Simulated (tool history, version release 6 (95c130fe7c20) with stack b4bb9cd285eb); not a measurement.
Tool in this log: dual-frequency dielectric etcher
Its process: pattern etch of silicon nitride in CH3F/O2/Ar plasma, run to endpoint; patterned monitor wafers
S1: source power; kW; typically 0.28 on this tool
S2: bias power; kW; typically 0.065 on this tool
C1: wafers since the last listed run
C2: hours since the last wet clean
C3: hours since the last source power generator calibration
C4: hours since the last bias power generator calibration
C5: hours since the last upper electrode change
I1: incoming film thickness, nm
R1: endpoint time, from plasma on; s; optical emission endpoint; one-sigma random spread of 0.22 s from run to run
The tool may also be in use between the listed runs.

run     day    S1     S2    C1     C2      C3      C4      C5     I1    R1
  1       0  0.33  0.072     0  127.5  2279.6   496.5  2109.9  34.73  51.8
  2   3.379  0.24  0.061   721  208.6  2360.7   577.6    2191  35.05  63.1
  3  14.488  0.24  0.061  2372  475.2  2627.3   844.2  2457.6  35.03  62.9
  4  16.921  0.31  0.065   519  533.6  2685.7   902.6    2516  35.07  56.1
     18.479  -- wet clean of the chamber
  5  21.317  0.31  0.065   725   68.1  2791.2  1008.1  2621.5  34.73  54.9
  6  24.171  0.31  0.065   609  136.6  2859.7  1076.6    2690   34.8  55.5
     26.767  -- source power generator calibrated
  7  33.492  0.28  0.065  1955  360.3   161.4  1300.3  2913.7  34.96    58
  8  37.171  0.28  0.065   785  448.6   249.7  1388.6    3002  34.65  57.2
  9  39.496  0.28  0.065   496  504.4   305.5  1444.4  3057.8  35.46    59
     42.054  -- wet clean of the chamber
 10  43.129  0.28  0.065   562   25.8   392.7  1531.6    3145  34.83  58.1
 11  44.938  0.28  0.065   386   69.2   436.1    1575  3188.4  35.08  58.4
 12  47.958  0.28  0.065   645  141.7   508.6  1647.5  3260.9  34.94  57.7
 13  49.529  0.33  0.058   335  179.4   546.3  1685.2  3298.6  34.68  56.8
 14  51.088  0.28  0.065   332  216.8   583.7  1722.6    3336     35    58
 15  55.342  0.31  0.073   908  318.9   685.8  1824.7  3438.1  35.14  53.7
 16    59.2  0.34  0.065   824  411.5   778.4  1917.3  3530.7  34.75  53.6
 17  62.012  0.28  0.071   600    479   845.9  1984.8  3598.2  34.91  56.3
     64.821  -- upper electrode replaced
     65.012  -- wet clean of the chamber
 18  66.508  0.28  0.069   706   35.9   953.8  2092.7    40.5   34.8  56.7
     66.721  -- bias power generator calibrated
 19  69.154  0.28  0.058   529   99.4  1017.3    58.4     104  34.69    59
 20  71.317  0.28  0.065   461  151.3  1069.2   110.3   155.9  34.89    57
 21  75.788  0.32  0.069   954  258.6  1176.5   217.6   263.2  34.81    53
 22  79.267  0.28  0.065   743  342.1    1260   301.1   346.7  34.62    57
 23  81.375  0.28  0.078   450  392.7  1310.6   351.7   397.3  35.13  53.6
     84.283  -- wet clean of the chamber
 24  85.558  0.28  0.052   679   30.6    1411   452.1   497.7  34.47  62.3
 25  87.408  0.28  0.065   395     75  1455.4   496.5   542.1  34.95  57.4

What if the next run were any one of these 3? Each begins from the tool's condition after run 25:
  A  87.425  0.28  0.054   3  75.4  1455.8  496.9  542.5  35.27   ?
  B  87.425  0.33  0.065   3  75.4  1455.8  496.9  542.5  35.27   ?
  C  87.425  0.25  0.058   3  75.4  1455.8  496.9  542.5  35.27   ?

run    R1
  A  62.6
  B  54.7
  C  63.5
Without the tool's hidden state the same runs would have given:
run    R1
  A  62.1
  B  54.2
  C  62.9
